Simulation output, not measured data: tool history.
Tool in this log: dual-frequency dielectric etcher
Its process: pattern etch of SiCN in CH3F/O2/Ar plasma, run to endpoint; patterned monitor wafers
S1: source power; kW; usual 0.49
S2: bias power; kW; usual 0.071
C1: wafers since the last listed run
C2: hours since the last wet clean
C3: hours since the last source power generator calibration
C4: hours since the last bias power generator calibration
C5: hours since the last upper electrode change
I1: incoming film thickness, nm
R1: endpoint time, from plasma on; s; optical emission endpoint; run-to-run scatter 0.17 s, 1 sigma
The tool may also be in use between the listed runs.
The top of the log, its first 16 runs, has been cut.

| run | hour | S1 | S2 | C1 | C2 | C3 | C4 | C5 | I1 | R1 |
|---|---|---|---|---|---|---|---|---|---|---|
| 17 | 212.9 | 0.56 | 0.083 | 311 | 50.8 | 172 | 106 | 166.2 | 10.28 | 21.1 |
| 18 | 220.2 | 0.56 | 0.065 | 128 | 58.1 | 179.3 | 113.3 | 173.5 | 10.33 | 24.2 |
| 19 | 236.3 | 0.49 | 0.071 | 283 | 74.2 | 195.4 | 129.4 | 189.6 | 10.22 | 24.3 |
| 20 | 250.9 | 0.49 | 0.071 | 256 | 88.8 | 210 | 144 | 204.2 | 10.12 | 23.5 |
| 21 | 257.6 | 0.6 | 0.071 | 117 | 95.5 | 216.7 | 150.7 | 210.9 | 10.23 | 22.6 |
| 22 | 270.8 | 0.49 | 0.077 | 232 | 108.7 | 229.9 | 163.9 | 224.1 | 10.22 | 22.8 |
| 23 | 282.5 | 0.49 | 0.062 | 205 | 120.4 | 241.6 | 175.6 | 235.8 | 10.21 | 26 |
| 24 | 292.7 | 0.53 | 0.055 | 179 | 130.6 | 251.8 | 185.8 | 246 | 10.22 | 27.4 |
| 25 | 299.1 | 0.41 | 0.066 | 112 | 137 | 258.2 | 192.2 | 252.4 | 10.2 | 27 |
| 26 | 311.4 | 0.45 | 0.053 | 216 | 149.3 | 270.5 | 204.5 | 264.7 | 10.15 | 29.7 |
| 27 | 335.3 | 0.59 | 0.071 | 420 | 173.2 | 294.4 | 228.4 | 288.6 | 10.14 | 22.7 |
| 28 | 342.1 | 0.42 | 0.081 | 119 | 180 | 301.2 | 235.2 | 295.4 | 10.1 | 23.7 |
| 29 | 348.5 | 0.49 | 0.06 | 112 | 186.4 | 307.6 | 241.6 | 301.8 | 10.14 | 26.6 |
| 30 | 364.7 | 0.59 | 0.063 | 284 | 202.6 | 323.8 | 257.8 | 318 | 10.24 | 24 |
| 31 | 375.3 | 0.49 | 0.071 | 186 | 213.2 | 334.4 | 268.4 | 328.6 | 10.18 | 24.3 |
| 32 | 391 | 0.56 | 0.059 | 276 | 228.9 | 350.1 | 284.1 | 344.3 | 10.28 | 26.1 |
| 33 | 402.1 | 0.49 | 0.071 | 195 | 240 | 361.2 | 295.2 | 355.4 | 10.21 | 24.2 |
| 34 | 410.5 | 0.56 | 0.06 | 147 | 248.4 | 369.6 | 303.6 | 363.8 | 10.2 | 25.6 |
| 35 | 425 | 0.45 | 0.065 | 255 | 262.9 | 384.1 | 318.1 | 378.3 | 10.13 | 25.9 |

Below are 4 alternative next runs, each starting from the tool's condition after run 35. Predict each:
| A | 425.4 | 0.49 | 0.071 | 7 | 263.3 | 384.5 | 318.5 | 378.7 | 10.19 | ? |
| B | 425.4 | 0.46 | 0.055 | 7 | 263.3 | 384.5 | 318.5 | 378.7 | 10.19 | ? |
| C | 425.4 | 0.49 | 0.08 | 7 | 263.3 | 384.5 | 318.5 | 378.7 | 10.19 | ? |
| D | 425.4 | 0.56 | 0.055 | 7 | 263.3 | 384.5 | 318.5 | 378.7 | 10.19 | ? |

| run | R1 |
|---|---|
| A | 24.2 |
| B | 28.7 |
| C | 22.7 |
| D | 26.7 |
With no hidden state in the tool, these same runs would have given:
| run | R1 |
|---|---|
| A | 23.9 |
| B | 28.4 |
| C | 22.4 |
| D | 26.4 |

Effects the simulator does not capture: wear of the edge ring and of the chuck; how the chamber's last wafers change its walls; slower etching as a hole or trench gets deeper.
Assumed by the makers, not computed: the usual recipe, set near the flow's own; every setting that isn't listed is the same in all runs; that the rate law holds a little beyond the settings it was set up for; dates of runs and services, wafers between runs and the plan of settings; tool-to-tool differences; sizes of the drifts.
